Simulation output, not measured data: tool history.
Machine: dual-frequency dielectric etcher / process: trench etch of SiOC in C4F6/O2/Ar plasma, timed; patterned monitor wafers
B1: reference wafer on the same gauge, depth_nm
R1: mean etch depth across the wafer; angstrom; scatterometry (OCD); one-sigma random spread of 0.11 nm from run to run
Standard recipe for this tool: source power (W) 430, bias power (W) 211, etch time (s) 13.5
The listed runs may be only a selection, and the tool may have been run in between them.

run 1 hour=0 | source_power_(W)=380 bias_power_(W)=244 etch_time_(s)=13.5 | B1=26.18 | R1=297.8
run 2 hour=160 | source_power_(W)=380 bias_power_(W)=244 etch_time_(s)=13.5 | B1=26.18 | R1=299.4
-- hour=201 gauge calibrated
run 3 hour=202.9 | source_power_(W)=430 bias_power_(W)=237 etch_time_(s)=13.5 | B1=26.17 | R1=316.4
run 4 hour=262.7 | source_power_(W)=430 bias_power_(W)=237 etch_time_(s)=13.5 | B1=26.17 | R1=319.3
run 5 hour=309.4 | source_power_(W)=430 bias_power_(W)=211 etch_time_(s)=13.5 | B1=26.19 | R1=310.7
run 6 hour=353.2 | source_power_(W)=430 bias_power_(W)=211 etch_time_(s)=13.5 | B1=26.15 | R1=311.7
run 7 hour=420.7 | source_power_(W)=430 bias_power_(W)=211 etch_time_(s)=13.5 | B1=26.2 | R1=311.6
-- hour=456.9 wet clean of the chamber
run 8 hour=481.7 | source_power_(W)=430 bias_power_(W)=211 etch_time_(s)=13.5 | B1=26.18 | R1=307
-- hour=486 source power generator calibrated
run 9 hour=516.3 | source_power_(W)=430 bias_power_(W)=211 etch_time_(s)=13.5 | B1=26.18 | R1=298.2
-- hour=550.4 upper electrode replaced
run 10 hour=566 | source_power_(W)=430 bias_power_(W)=211 etch_time_(s)=13.5 | B1=26.19 | R1=298.1
run 11 hour=600.4 | source_power_(W)=350 bias_power_(W)=211 etch_time_(s)=13.5 | B1=26.27 | R1=269
run 12 hour=636.6 | source_power_(W)=350 bias_power_(W)=211 etch_time_(s)=13.5 | B1=26.18 | R1=269
run 13 hour=690.4 | source_power_(W)=490 bias_power_(W)=211 etch_time_(s)=13.5 | B1=26.16 | R1=321.5
run 14 hour=746.8 | source_power_(W)=430 bias_power_(W)=211 etch_time_(s)=13.5 | B1=26.21 | R1=298.6
run 15 hour=780.9 | source_power_(W)=340 bias_power_(W)=247 etch_time_(s)=13.5 | B1=26.22 | R1=277.7
run 16 hour=851.9 | source_power_(W)=430 bias_power_(W)=211 etch_time_(s)=13.5 | B1=26.21 | R1=301.4
-- hour=861.8 gauge calibrated
-- hour=866.8 bias power generator calibrated
run 17 hour=884 | source_power_(W)=530 bias_power_(W)=252 etch_time_(s)=13.5 | B1=26.19 | R1=352.6
run 18 hour=949.6 | source_power_(W)=470 bias_power_(W)=252 etch_time_(s)=17.5 | B1=26.22 | R1=431
-- hour=989.6 wet clean of the chamber
run 19 hour=990.9 | source_power_(W)=430 bias_power_(W)=211 etch_time_(s)=13.5 | B1=26.25 | R1=297.8
run 20 hour=1029.6 | source_power_(W)=500 bias_power_(W)=240 etch_time_(s)=11 | B1=26.19 | R1=269.5
run 21 hour=1074.5 | source_power_(W)=430 bias_power_(W)=211 etch_time_(s)=13.5 | B1=26.24 | R1=297.5
run 22 hour=1225.6 | source_power_(W)=430 bias_power_(W)=230 etch_time_(s)=15 | B1=26.23 | R1=341.6
run 23 hour=1276.7 | source_power_(W)=370 bias_power_(W)=211 etch_time_(s)=13.5 | B1=26.18 | R1=278.4
run 24 hour=1321.5 | source_power_(W)=390 bias_power_(W)=211 etch_time_(s)=16.5 | B1=26.19 | R1=351.3
run 25 hour=1362.7 | source_power_(W)=490 bias_power_(W)=160 etch_time_(s)=13.5 | B1=26.17 | R1=298.8
run 26 hour=1405.2 | source_power_(W)=430 bias_power_(W)=187 etch_time_(s)=13.5 | B1=26.2 | R1=291.7
run 27 hour=1470 | source_power_(W)=470 bias_power_(W)=252 etch_time_(s)=17.5 | B1=26.16 | R1=431.9
run 28 hour=1506.7 | source_power_(W)=430 bias_power_(W)=211 etch_time_(s)=13.5 | B1=26.18 | R1=302.7

Hidden state, per run?
bias power that arrives over what is set, %: 0 in every run
gauge reads high (%): 0 in every run
H1: etch rate over this chamber's usual, %
H2: source power that arrives over what is set, %
run=1 H1=0.466 H2=2.74
run=2 H1=1.01 H2=3.4
run=3 H1=1.15 H2=3.59
run=4 H1=1.36 H2=3.87
run=5 H1=1.51 H2=4.09
run=6 H1=1.66 H2=4.3
run=7 H1=1.89 H2=4.63
run=8 H1=-0.0531 H2=4.95
run=9 H1=0.064 H2=-0.717
run=10 H1=0.232 H2=-0.71
run=11 H1=0.349 H2=-0.701
run=12 H1=0.471 H2=-0.689
run=13 H1=0.653 H2=-0.664
run=14 H1=0.844 H2=-0.63
run=15 H1=0.96 H2=-0.606
run=16 H1=1.2 H2=-0.545
run=17 H1=1.31 H2=-0.514
run=18 H1=1.53 H2=-0.441
run=19 H1=-0.197 H2=-0.389
run=20 H1=-0.0656 H2=-0.337
run=21 H1=0.0864 H2=-0.271
run=22 H1=0.598 H2=-0.0123
run=23 H1=0.771 H2=0.0885
run=24 H1=0.923 H2=0.183
run=25 H1=1.06 H2=0.273
run=26 H1=1.21 H2=0.372
run=27 H1=1.43 H2=0.531
run=28 H1=1.55 H2=0.626
